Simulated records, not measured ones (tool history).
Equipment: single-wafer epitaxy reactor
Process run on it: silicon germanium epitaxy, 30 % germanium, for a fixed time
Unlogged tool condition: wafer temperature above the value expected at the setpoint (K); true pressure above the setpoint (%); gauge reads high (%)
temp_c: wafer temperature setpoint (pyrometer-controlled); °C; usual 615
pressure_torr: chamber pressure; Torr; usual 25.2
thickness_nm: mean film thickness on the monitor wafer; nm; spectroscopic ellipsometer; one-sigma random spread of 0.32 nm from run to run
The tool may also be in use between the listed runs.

run,day,temp_c,pressure_torr,wafers since the last listed run,hours since the last pyrometer calibration,hours since the last manometer calibration,hours since the showerhead was replaced,hours since the gauge calibration,"read-back reference wafer on the same gauge, thickness_nm",thickness_nm
1,0,615,30.2,0,2408.4,2294,84.5,173.2,77.687,79.481
# day 0.771: capacitance manometer re-zeroed and calibrated
2,1.725,615,30.2,603,2449.8,22.9,125.9,214.6,77.757,77.547
3,2.771,620,25.2,453,2474.9,48,151,239.7,77.764,80.59
4,5.454,615,25.2,1163,2539.3,112.4,215.4,304.1,77.686,74.273
5,6.488,615,25.2,448,2564.1,137.2,240.2,328.9,77.753,73.76
6,9.446,615,25.2,1283,2635.1,208.2,311.2,399.9,77.728,73.451
7,10.575,615,25.2,489,2662.2,235.3,338.3,427,77.658,73.039
8,14.396,615,25.2,1657,2753.9,327,430,518.7,77.646,73.723
9,15.912,615,25.2,657,2790.3,363.4,466.4,555.1,77.788,74.399
10,18.375,615,25.2,1068,2849.4,422.5,525.5,614.2,77.682,73.971
11,21.25,622,30.8,1246,2918.4,491.5,594.5,683.2,77.693,90.086
12,24.025,615,25.2,1203,2985,558.1,661.1,749.8,77.702,74.578
13,26.967,615,30,1275,3055.6,628.7,731.7,820.4,77.681,78.541
14,28.292,629,25.2,574,3087.4,660.5,763.5,852.2,77.657,98.316
15,29.883,609,20.5,690,3125.6,698.7,801.7,890.4,77.678,62.204
# day 32.154: pyrometer calibrated
16,32.371,623,22.6,934,5.2,758.4,861.4,950.1,77.724,89.382
17,33.808,629,23.5,623,39.7,792.9,895.9,984.6,77.607,101.338
18,36.333,606,29.5,1095,100.3,853.5,956.5,1045.2,77.727,68.786
19,38.742,615,25.2,1044,158.1,911.3,1014.3,1103,77.668,77.767
20,40.267,607,30.4,661,194.7,947.9,1050.9,1139.6,77.705,70.511
21,41.412,607,27.4,496,222.2,975.4,1078.4,1167.1,77.643,68.033
22,43.804,615,25.2,1037,279.6,1032.8,1135.8,1224.5,77.711,77.886
23,45.225,629,21.1,616,313.7,1066.9,1169.9,1258.6,77.719,97.387
24,46.796,622,29.1,681,351.4,1104.6,1207.6,1296.3,77.616,93.728
25,49.983,600,28.7,1382,427.9,1181.1,1284.1,1372.8,77.723,59.79
26,51.312,619,30.2,576,459.8,1213,1316,1404.7,77.657,88.864
27,52.479,621,29.6,505,487.8,1241,1344,1432.7,77.721,91.807
28,53.592,609,18.9,482,514.5,1267.7,1370.7,1459.4,77.823,62.547
29,54.7,611,22.9,480,541.1,1294.3,1397.3,1486,77.666,69.165
30,56.083,622,29.1,599,574.3,1327.5,1430.5,1519.2,77.694,93.233
31,57.708,610,21.6,704,613.3,1366.5,1469.5,1558.2,77.707,66.799
32,60.508,626,22.9,1214,680.5,1433.7,1536.7,1625.4,77.77,92.405
33,62.558,619,30.2,889,729.7,1482.9,1585.9,1674.6,77.652,88.171
34,63.717,624,31.4,502,757.5,1510.7,1613.7,1702.4,77.689,98.465

Consider 5 possible next runs. They are alternatives, not a sequence: every one starts from the tool as it was left by run 34. What does each give?
A,63.733,615,20.2,7,757.9,1511.1,1614.1,1702.8,?,?
B,63.733,627,27.7,7,757.9,1511.1,1614.1,1702.8,?,?
C,63.733,628,21.8,7,757.9,1511.1,1614.1,1702.8,?,?
D,63.733,601,30.4,7,757.9,1511.1,1614.1,1702.8,?,?
E,63.733,609,19.7,7,757.9,1511.1,1614.1,1702.8,?,?

run,"read-back reference wafer on the same gauge, thickness_nm",thickness_nm
A,77.752,71.815
B,77.752,100.274
C,77.752,95.066
D,77.752,60.995
E,77.752,63.103
The same runs, with their run-to-run variation unchanged, on a tool lacking any hidden condition would have given:
run,thickness_nm
A,72.017
B,100.477
C,95.253
D,61.225
E,63.306
